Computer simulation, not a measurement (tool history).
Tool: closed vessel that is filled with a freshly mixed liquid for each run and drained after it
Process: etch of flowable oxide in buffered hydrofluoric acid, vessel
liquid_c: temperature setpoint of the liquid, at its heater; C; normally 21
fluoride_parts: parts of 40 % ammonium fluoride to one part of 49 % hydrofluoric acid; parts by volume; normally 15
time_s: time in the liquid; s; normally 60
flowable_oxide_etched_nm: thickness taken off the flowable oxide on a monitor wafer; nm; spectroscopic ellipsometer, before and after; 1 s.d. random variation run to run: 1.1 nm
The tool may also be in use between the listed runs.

run    hour  liquid_c  fluoride_parts  time_s  wafers since the last listed run  hours since the thermometer was replaced  hours since the hydrofluoric acid flow meter was replaced  hours since the gauge calibration  read-back film thickness of the flowable oxide reference wafer, read on the same gauge (nm)  flowable_oxide_etched_nm
  1       0        21              15      60                                 0                                     894.7                                                     2255.3                             1961.9                                                                                        89.97                    124.86
  2    61.4        21              15      60                              6889                                     956.1                                                     2316.7                             2023.3                                                                                        90.02                    124.65
  3    89.5        25              15      60                              3153                                     984.2                                                     2344.8                             2051.4                                                                                        89.95                    156.02
  4   136.8        25              15      60                              5307                                    1031.5                                                     2392.1                             2098.7                                                                                           90                    154.17
  5   176.1        21              15      35                              4409                                    1070.8                                                     2431.4                               2138                                                                                        89.97                     72.82
  6     219        21              15      35                              4813                                    1113.7                                                     2474.3                             2180.9                                                                                        90.02                     70.95
  7   273.3        21              15      35                              6092                                      1168                                                     2528.6                             2235.2                                                                                        89.99                     71.36
  8   342.3        23              15      60                              7742                                      1237                                                     2597.6                             2304.2                                                                                        89.99                    135.06
  9   388.6        23              15      60                              5195                                    1283.3                                                     2643.9                             2350.5                                                                                        90.05                    135.42
        394  -- hydrofluoric acid flow meter replaced
      396.7  -- gauge calibrated
 10   453.8        23              15      60                              7203                                    1348.5                                                       59.8                               57.1                                                                                           90                    133.67
 11   494.1        17              13      95                              4521                                    1388.8                                                      100.1                               97.4                                                                                        89.96                    176.28
 12   543.2        21              15      75                              5509                                    1437.9                                                      149.2                              146.5                                                                                        90.02                    150.37
 13   577.4        26              18      60                              3837                                    1472.1                                                      183.4                              180.7                                                                                           90                    134.51
 14   605.1        23              10      75                              3108                                    1499.8                                                      211.1                              208.4                                                                                        89.97                    246.06
      638.3  -- thermometer replaced
 15   655.8        21              15      60                              5576                                      17.5                                                      261.8                              259.1                                                                                        89.99                    129.91
 16   691.2        21              15      60                              3972                                      52.9                                                      297.2                              294.5                                                                                        90.01                     130.1
 17   729.9        21              15      60                              4342                                      91.6                                                      335.9                              333.2                                                                                        89.97                    131.02
 18   772.9        21              15      60                              4824                                     134.6                                                      378.9                              376.2                                                                                        89.96                    127.79
 19   839.1        21              15      60                              7428                                     200.8                                                      445.1                              442.4                                                                                        90.01                     126.6
 20   882.2        23              10      75                              4836                                     243.9                                                      488.2                              485.5                                                                                        90.01                    268.19
 21   940.6        17            18.5      60                              6552                                     302.3                                                      546.6                              543.9                                                                                        89.95                     83.38
 22    1007        21              15      60                              7450                                     368.7                                                        613                              610.3                                                                                           90                    127.51
 23  1074.5      19.5            20.5      85                              7574                                     436.2                                                      680.5                              677.8                                                                                        89.97                    121.64
 24  1106.1        21            11.5      85                              3545                                     467.8                                                      712.1                              709.4                                                                                        89.96                    234.73
 25  1131.3      18.5              15      60                              2827                                       493                                                      737.3                              734.6                                                                                        89.97                    109.71
 26  1198.7        21              15      60                              7562                                     560.4                                                      804.7                                802                                                                                        89.97                    125.86
 27  1240.8        17              15      45                              4723                                     602.5                                                      846.8                              844.1                                                                                        89.99                     75.13
 28  1294.7        21            12.5      60                              6047                                     656.4                                                      900.7                                898                                                                                        89.95                    149.87
 29  1363.5        21              15      70                              7719                                     725.2                                                      969.5                              966.8                                                                                        90.02                    146.21
 30  1429.6        18             9.5      35                              7416                                     791.3                                                     1035.6                             1032.9                                                                                        89.97                      95.1
 31  1500.6        23            11.5      75                              7966                                     862.3                                                     1106.6                             1103.9                                                                                        89.95                    222.87
 32  1545.3        19              13      60                              5015                                       907                                                     1151.3                             1148.6                                                                                        89.99                    126.26
 33  1589.4        21              15      60                              4948                                     951.1                                                     1195.4                             1192.7                                                                                        90.06                     123.3
 34  1621.2      24.5             9.5      45                              3568                                     982.9                                                     1227.2                             1224.5                                                                                        89.95                    172.35

Branching from run 34: 3 alternative next runs. What would each branch give?
  A  1621.9        21              15      60                                78                                     983.6                                                     1227.9                             1225.2                                                                                            ?                         ?
  B  1621.9        21              13      95                                78                                     983.6                                                     1227.9                             1225.2                                                                                            ?                         ?
  C  1621.9        23              19      60                                78                                     983.6                                                     1227.9                             1225.2                                                                                            ?                         ?

run  read-back film thickness of the flowable oxide reference wafer, read on the same gauge (nm)  flowable_oxide_etched_nm
  A                                                                                        90.03                    123.11
  B                                                                                        90.03                    224.33
  C                                                                                        90.03                    109.05
Without the tool's unlogged condition, the same runs would have read:
run  flowable_oxide_etched_nm
  A                    132.84
  B                    242.06
  C                    117.56
